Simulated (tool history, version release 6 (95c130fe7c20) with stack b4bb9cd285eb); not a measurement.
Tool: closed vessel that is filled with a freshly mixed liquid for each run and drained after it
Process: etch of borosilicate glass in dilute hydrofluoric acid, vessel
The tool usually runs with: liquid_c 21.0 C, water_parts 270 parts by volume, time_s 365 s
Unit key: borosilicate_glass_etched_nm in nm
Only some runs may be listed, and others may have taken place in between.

run    hour  liquid_c  water_parts  time_s  wafers since the last listed run  hours since the thermometer was replaced  hours since the hydrofluoric acid flow meter was replaced  hours since the gauge calibration  read-back film thickness of the borosilicate glass reference wafer, read on the same gauge (nm)  borosilicate_glass_etched_nm
  1     0.0      19.0          270     365                                 0                                    1404.6                                                      653.4                              805.3                                                                                            80.02                         53.41
       43.5  -- hydrofluoric acid flow meter replaced
       48.5  -- thermometer replaced
  2    68.4      21.0          270     365                              5021                                      19.9                                                       24.9                              873.7                                                                                            80.03                         49.36
  3   100.8      21.0          270     365                              2450                                      52.3                                                       57.3                              906.1                                                                                            80.00                         50.27
  4   157.2      21.0          270     540                              4265                                     108.7                                                      113.7                              962.5                                                                                            80.00                         74.88
  5   222.5      21.0          270     540                              4938                                     174.0                                                      179.0                             1027.8                                                                                            80.05                         75.09
  6   280.8      23.0          305     365                              4409                                     232.3                                                      237.3                             1086.1                                                                                            79.96                         47.81
  7   343.8      23.0          305     365                              4764                                     295.3                                                      300.3                             1149.1                                                                                            80.01                         48.32
  8   404.7      23.0          305     365                              4605                                     356.2                                                      361.2                             1210.0                                                                                            80.00                         48.81
      431.9  -- gauge calibrated
  9   434.5      21.0          205     365                              2253                                     386.0                                                      391.0                                2.6                                                                                            80.04                         74.60
 10   496.9      21.0          205     365                              4719                                     448.4                                                      453.4                               65.0                                                                                            80.03                         74.80
 11   554.0      18.0          150     165                              4318                                     505.5                                                      510.5                              122.1                                                                                            79.98                         44.16
 12   588.7      18.5          395     365                              2624                                     540.2                                                      545.2                              156.8                                                                                            79.97                         30.97
 13   618.1      21.0          270     365                              2223                                     569.6                                                      574.6                              186.2                                                                                            79.97                         55.04
 14   715.1      17.5          340     365                              7336                                     666.6                                                      671.6                              283.2                                                                                            79.97                         36.96
      755.2  -- hydrofluoric acid flow meter replaced
 15   765.6      22.5          235     295                              3743                                     717.1                                                       10.4                              333.7                                                                                            80.00                         52.23
 16   805.0      25.0          190     365                              2979                                     756.5                                                       49.8                              373.1                                                                                            80.03                         91.07
 17   847.3      24.0          350     365                              3199                                     798.8                                                       92.1                              415.4                                                                                            79.97                         41.24
 18   878.0      23.5          395     465                              2321                                     829.5                                                      122.8                              446.1                                                                                            79.99                         44.25
 19   941.1      19.0          395     365                              4772                                     892.6                                                      185.9                              509.2                                                                                            79.94                         30.20
 20  1013.0      21.0          320     465                              5437                                     964.5                                                      257.8                              581.1                                                                                            80.01                         55.61
 21  1038.3      21.0          270     240                              1913                                     989.8                                                      283.1                              606.4                                                                                            80.02                         35.47
 22  1099.4      22.5          235     295                              4620                                    1050.9                                                      344.2                              667.5                                                                                            79.97                         54.73
 23  1162.0      21.0          270     365                              4734                                    1113.5                                                      406.8                              730.1                                                                                            79.97                         55.49
 24  1194.6      21.0          270     365                              2465                                    1146.1                                                      439.4                              762.7                                                                                            80.05                         55.80
 25  1254.5      21.0          330     365                              4530                                    1206.0                                                      499.3                              822.6                                                                                            80.05                         43.67
 26  1283.3      21.0          365     165                              2178                                    1234.8                                                      528.1                              851.4                                                                                            80.01                         17.23
 27  1314.7      21.0          270     365                              2374                                    1266.2                                                      559.5                              882.8                                                                                            79.98                         57.01
 28  1365.6      17.0          190     365                              3849                                    1317.1                                                      610.4                              933.7                                                                                            79.99                         75.27
 29  1400.9      21.0          150     365                              2669                                    1352.4                                                      645.7                              969.0                                                                                            80.04                        116.80
     1414.0  -- hydrofluoric acid flow meter replaced
 30  1454.7      22.5          335     540                              3993                                    1406.2                                                       40.7                             1022.8                                                                                            79.98                         63.71
 31  1514.7      18.5          270     365                              4537                                    1466.2                                                      100.7                             1082.8                                                                                            79.99                         48.56
     1514.9  -- gauge calibrated
 32  1561.5      19.0          185     365                              3539                                    1513.0                                                      147.5                               46.6                                                                                            80.00                         80.34

Measured minus without-hidden-state, run by run (identical run-to-run variation in each term; gauge scatter may differ):
Unlogged tool condition in this case: liquid hotter than its thermometer reads (K); hydrofluoric acid flow above the setpoint (%); gauge reads high (%).
run  borosilicate_glass_etched_nm
  1                         +8.33
  2                         +1.09
  3                         +1.41
  4                         +2.82
  5                         +3.68
  6                         +2.84
  7                         +3.39
  8                         +3.92
  9                         +6.20
 10                         +6.98
 11                         +4.46
 12                         +3.46
 13                         +6.24
 14                         +4.81
 15                         +2.75
 16                         +5.41
 17                         +2.66
 18                         +3.09
 19                         +2.49
 20                         +5.23
 21                         +3.48
 22                         +5.90
 23                         +6.54
 24                         +6.87
 25                         +5.79
 26                         +2.36
 27                         +8.06
 28                        +11.29
 29                        +17.86
 30                         +5.42
 31                         +4.85
 32                         +8.82

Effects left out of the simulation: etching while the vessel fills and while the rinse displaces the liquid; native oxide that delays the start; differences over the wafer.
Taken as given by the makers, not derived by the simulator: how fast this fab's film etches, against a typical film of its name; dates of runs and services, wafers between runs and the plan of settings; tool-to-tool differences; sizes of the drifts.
